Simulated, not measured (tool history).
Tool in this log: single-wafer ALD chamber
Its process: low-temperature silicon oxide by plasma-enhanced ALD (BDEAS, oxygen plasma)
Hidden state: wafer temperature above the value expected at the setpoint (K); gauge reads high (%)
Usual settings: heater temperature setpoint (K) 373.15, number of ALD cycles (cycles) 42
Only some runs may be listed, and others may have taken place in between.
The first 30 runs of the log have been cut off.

run     day  heater temperature setpoint (K)  number of ALD cycles (cycles)  wafers since the last listed run  hours since the last thermocouple change  hours since the gauge calibration  read-back reference wafer on the same gauge, thickness_nm  mean film thickness on the monitor wafer (angstrom)
 31  31.083                           383.15                             40                               141                                     165.1                              342.4                                                       4.94                                                51.98
 32  31.854                           363.15                             46                                90                                     183.6                              360.9                                                      4.938                                                 63.5
 33  34.146                           373.15                             42                               268                                     238.6                              415.9                                                      4.939                                                55.81
 34  35.383                           369.15                             35                               145                                     268.3                              445.6                                                      4.943                                                47.34
 35  36.717                           363.15                             44                               156                                     300.3                              477.6                                                      4.943                                                61.01
 36  37.433                           373.15                             42                                84                                     317.5                              494.8                                                      4.937                                                56.02
 37  39.408                           383.15                             35                               231                                     364.9                              542.2                                                       4.94                                                45.68
 38  40.542                           360.15                             42                               132                                     392.1                              569.4                                                       4.94                                                 58.7
     41.317  -- gauge calibrated
 39  41.967                           379.15                             48                               167                                     426.3                               15.6                                                      4.938                                                63.32

5 ways to go on from here, each from the tool as it stands after run 39. What would each give?
  A  41.988                           386.15                             42                                 2                                     426.8                               16.1                                                          ?                                                    ?
  B  41.988                           373.15                             49                                 2                                     426.8                               16.1                                                          ?                                                    ?
  C  41.988                           366.15                             47                                 2                                     426.8                               16.1                                                          ?                                                    ?
  D  41.988                           363.15                             36                                 2                                     426.8                               16.1                                                          ?                                                    ?
  E  41.988                           364.15                             47                                 2                                     426.8                               16.1                                                          ?                                                    ?

run  read-back reference wafer on the same gauge, thickness_nm  mean film thickness on the monitor wafer (angstrom)
  A                                                      4.939                                                54.23
  B                                                      4.939                                                65.09
  C                                                      4.939                                                64.04
  D                                                      4.939                                                49.58
  E                                                      4.939                                                 64.5
With no hidden state in the tool, these same runs would have given:
run  mean film thickness on the monitor wafer (angstrom)
  A                                                53.99
  B                                                64.54
  C                                                63.51
  D                                                49.18
  E                                                63.97
